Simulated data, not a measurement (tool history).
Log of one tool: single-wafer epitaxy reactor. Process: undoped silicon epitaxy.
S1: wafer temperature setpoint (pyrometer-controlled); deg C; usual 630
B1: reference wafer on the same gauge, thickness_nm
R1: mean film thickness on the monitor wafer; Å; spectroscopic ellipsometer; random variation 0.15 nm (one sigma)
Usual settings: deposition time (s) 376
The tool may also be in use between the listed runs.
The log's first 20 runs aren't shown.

Run 21, hour 467.7: usual settings but S1 638 deg C, deposition time (s) 353; B1 43.322. Result: R1 453.25 Å.
Run 22, hour 497.5: usual settings; B1 43.3. Result: R1 396.96 Å.
Run 23, hour 529.8: usual settings but S1 644 deg C, deposition time (s) 336; B1 43.289. Result: R1 503.06 Å.
Run 24, hour 550.6: usual settings but deposition time (s) 420; B1 43.284. Result: R1 448.83 Å.
At hour 552.6: gauge calibrated.
Run 25, hour 570.7: usual settings but deposition time (s) 306; B1 43.309. Result: R1 324.94 Å.
Run 26, hour 584.9: usual settings but S1 641 deg C, deposition time (s) 328; B1 43.327. Result: R1 457.25 Å.
Run 27, hour 611.7: usual settings but S1 620 deg C, deposition time (s) 350; B1 43.321. Result: R1 290.59 Å.
Run 28, hour 646.5: usual settings but S1 636 deg C, deposition time (s) 438; B1 43.277. Result: R1 542.11 Å.
Run 29, hour 683.1: usual settings but S1 642 deg C; B1 43.323. Result: R1 532.88 Å.
Run 30, hour 712.1: usual settings but S1 643 deg C, deposition time (s) 397; B1 43.297. Result: R1 582.7 Å.
Run 31, hour 738.1: usual settings; B1 43.291. Result: R1 402.93 Å.
Run 32, hour 768.4: usual settings but S1 618 deg C, deposition time (s) 444; B1 43.294. Result: R1 351.04 Å.

3 ways to go on from here, each from the tool as it stands after run 32. What would each give?
Run A, hour 768.9: usual settings; B1 ?. Result: R1 ?.
Run B, hour 768.9: usual settings but S1 634 deg C, deposition time (s) 442; B1 ?. Result: R1 ?.
Run C, hour 768.9: usual settings but deposition time (s) 327; B1 ?. Result: R1 ?.

run      B1      R1
  A  43.298   401.9
  B  43.298  521.41
  C  43.298  349.52
Without the tool's hidden state the same runs would have given:
run      R1
  A  397.37
  B  515.59
  C  345.58
